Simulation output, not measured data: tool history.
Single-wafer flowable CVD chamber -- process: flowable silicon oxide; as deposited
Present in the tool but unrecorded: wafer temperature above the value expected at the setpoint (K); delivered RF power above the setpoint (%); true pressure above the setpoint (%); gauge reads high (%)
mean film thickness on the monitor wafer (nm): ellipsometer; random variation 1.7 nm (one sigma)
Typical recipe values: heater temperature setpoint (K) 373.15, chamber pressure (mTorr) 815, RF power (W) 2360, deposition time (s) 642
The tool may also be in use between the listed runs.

| run | hour | heater temperature setpoint (K) | chamber pressure (mTorr) | RF power (W) | deposition time (s) | wafers since the last listed run | hours since the last thermocouple change | hours since the last RF generator calibration | hours since the last manometer calibration | hours since the showerhead was replaced | hours since the gauge calibration | read-back reference wafer on the same gauge, thickness_nm | mean film thickness on the monitor wafer (nm) |
|---|---|---|---|---|---|---|---|---|---|---|---|---|---|
| 1 | 0 | 373.15 | 815 | 2360 | 642 | 0 | 1378.9 | 1613 | 1531.2 | 6474.7 | 127.2 | 352.745 | 415.099 |
| 2 | 26.1 | 373.15 | 815 | 2360 | 642 | 72 | 1405 | 1639.1 | 1557.3 | 6500.8 | 153.3 | 353.094 | 414.281 |
| 3 | 55.2 | 373.15 | 815 | 2360 | 642 | 81 | 1434.1 | 1668.2 | 1586.4 | 6529.9 | 182.4 | 353.052 | 415.557 |
| 4 | 79.6 | 373.15 | 815 | 2360 | 642 | 68 | 1458.5 | 1692.6 | 1610.8 | 6554.3 | 206.8 | 353.088 | 412.397 |
| 5 | 108.7 | 373.15 | 815 | 2360 | 642 | 81 | 1487.6 | 1721.7 | 1639.9 | 6583.4 | 235.9 | 353.257 | 413.637 |
| 6 | 140.5 | 373.15 | 815 | 2360 | 642 | 88 | 1519.4 | 1753.5 | 1671.7 | 6615.2 | 267.7 | 352.872 | 414.521 |
| 7 | 175.5 | 373.15 | 871 | 2360 | 642 | 97 | 1554.4 | 1788.5 | 1706.7 | 6650.2 | 302.7 | 352.927 | 439.916 |
| 8 | 210.1 | 373.15 | 871 | 2360 | 642 | 96 | 1589 | 1823.1 | 1741.3 | 6684.8 | 337.3 | 353.049 | 441.951 |
|  | 222.7 | RF generator calibrated |
| 9 | 244.9 | 373.15 | 871 | 2360 | 642 | 74 | 1623.8 | 22.2 | 1776.1 | 6719.6 | 372.1 | 352.952 | 442.162 |
| 10 | 266.7 | 373.15 | 815 | 2360 | 642 | 60 | 1645.6 | 44 | 1797.9 | 6741.4 | 393.9 | 352.952 | 414.719 |
| 11 | 288.1 | 373.15 | 815 | 2360 | 642 | 59 | 1667 | 65.4 | 1819.3 | 6762.8 | 415.3 | 352.96 | 413.789 |
| 12 | 318.7 | 373.15 | 815 | 2360 | 642 | 85 | 1697.6 | 96 | 1849.9 | 6793.4 | 445.9 | 353.014 | 416.142 |
| 13 | 346.9 | 373.15 | 815 | 2360 | 642 | 78 | 1725.8 | 124.2 | 1878.1 | 6821.6 | 474.1 | 352.395 | 415.214 |
|  | 369.9 | gauge calibrated |
| 14 | 374.9 | 373.15 | 815 | 2360 | 642 | 78 | 1753.8 | 152.2 | 1906.1 | 6849.6 | 5 | 353.221 | 417.101 |
|  | 386 | showerhead replaced |
| 15 | 394.1 | 363.15 | 815 | 2360 | 722 | 31 | 1773 | 171.4 | 1925.3 | 8.1 | 24.2 | 353.384 | 649.004 |
| 16 | 411.8 | 383.15 | 744 | 2035 | 642 | 49 | 1790.7 | 189.1 | 1943 | 25.8 | 41.9 | 353.45 | 267.59 |
| 17 | 440.6 | 373.15 | 815 | 1950 | 642 | 80 | 1819.5 | 217.9 | 1971.8 | 54.6 | 70.7 | 353.174 | 406.895 |
|  | 456.3 | thermocouple changed; heater temperature recalibrated |
|  | 478.5 | capacitance manometer re-zeroed and calibrated |
| 18 | 479 | 366.15 | 629 | 2360 | 734 | 62 | 22.7 | 256.3 | 0.5 | 93 | 109.1 | 353.712 | 473.822 |

Expected results for the next run?
| 19 | 500.1 | 373.15 | 815 | 2360 | 542 | 58 | 43.8 | 277.4 | 21.6 | 114.1 | 130.2 | ? | ? |

{"run 19": {"read-back reference wafer on the same gauge, thickness_nm": 352.957, "mean film thickness on the monitor wafer (nm)": 350.979}}
With no hidden state in the tool, this same run would have given mean film thickness on the monitor wafer (nm) 350.979.
